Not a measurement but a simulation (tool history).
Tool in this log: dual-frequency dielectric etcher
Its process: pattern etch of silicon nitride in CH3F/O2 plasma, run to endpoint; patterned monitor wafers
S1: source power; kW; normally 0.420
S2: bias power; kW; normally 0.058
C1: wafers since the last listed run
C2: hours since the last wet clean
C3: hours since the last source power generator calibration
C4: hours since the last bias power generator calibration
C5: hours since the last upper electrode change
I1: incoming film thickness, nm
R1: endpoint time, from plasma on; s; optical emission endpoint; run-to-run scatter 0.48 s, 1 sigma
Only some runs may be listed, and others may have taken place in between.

run 1 hour=0.0 | S1=0.460 S2=0.064 | C1=0 C2=346.0 C3=1343.2 C4=2041.7 C5=1457.8 | I1=53.1 | R1=60.9
run 2 hour=20.6 | S1=0.460 S2=0.064 | C1=88 C2=366.6 C3=1363.8 C4=2062.3 C5=1478.4 | I1=52.9 | R1=60.9
run 3 hour=47.3 | S1=0.460 S2=0.064 | C1=114 C2=393.3 C3=1390.5 C4=2089.0 C5=1505.1 | I1=53.5 | R1=62.3
run 4 hour=73.0 | S1=0.340 S2=0.058 | C1=110 C2=419.0 C3=1416.2 C4=2114.7 C5=1530.8 | I1=52.9 | R1=70.3
run 5 hour=179.0 | S1=0.340 S2=0.058 | C1=455 C2=525.0 C3=1522.2 C4=2220.7 C5=1636.8 | I1=53.6 | R1=70.6
run 6 hour=203.1 | S1=0.340 S2=0.058 | C1=103 C2=549.1 C3=1546.3 C4=2244.8 C5=1660.9 | I1=53.3 | R1=69.7
-- hour=209.5 bias power generator calibrated
run 7 hour=227.3 | S1=0.420 S2=0.058 | C1=86 C2=573.3 C3=1570.5 C4=17.8 C5=1685.1 | I1=53.2 | R1=64.8
-- hour=268.6 wet clean of the chamber
run 8 hour=269.1 | S1=0.420 S2=0.058 | C1=76 C2=0.5 C3=1612.3 C4=59.6 C5=1726.9 | I1=54.3 | R1=67.5
run 9 hour=291.2 | S1=0.420 S2=0.058 | C1=94 C2=22.6 C3=1634.4 C4=81.7 C5=1749.0 | I1=53.7 | R1=66.2
run 10 hour=320.5 | S1=0.480 S2=0.053 | C1=125 C2=51.9 C3=1663.7 C4=111.0 C5=1778.3 | I1=53.3 | R1=65.1
run 11 hour=342.4 | S1=0.340 S2=0.058 | C1=94 C2=73.8 C3=1685.6 C4=132.9 C5=1800.2 | I1=53.7 | R1=70.4

Run 12 is up next; what results do you expect?
run 12 hour=361.4 | S1=0.470 S2=0.052 | C1=81 C2=92.8 C3=1704.6 C4=151.9 C5=1819.2 | I1=53.4 | R1=?

R1: 66.9 s
If the tool had no hidden condition, the same run with the same run-to-run variation would have returned R1 66.9 s.
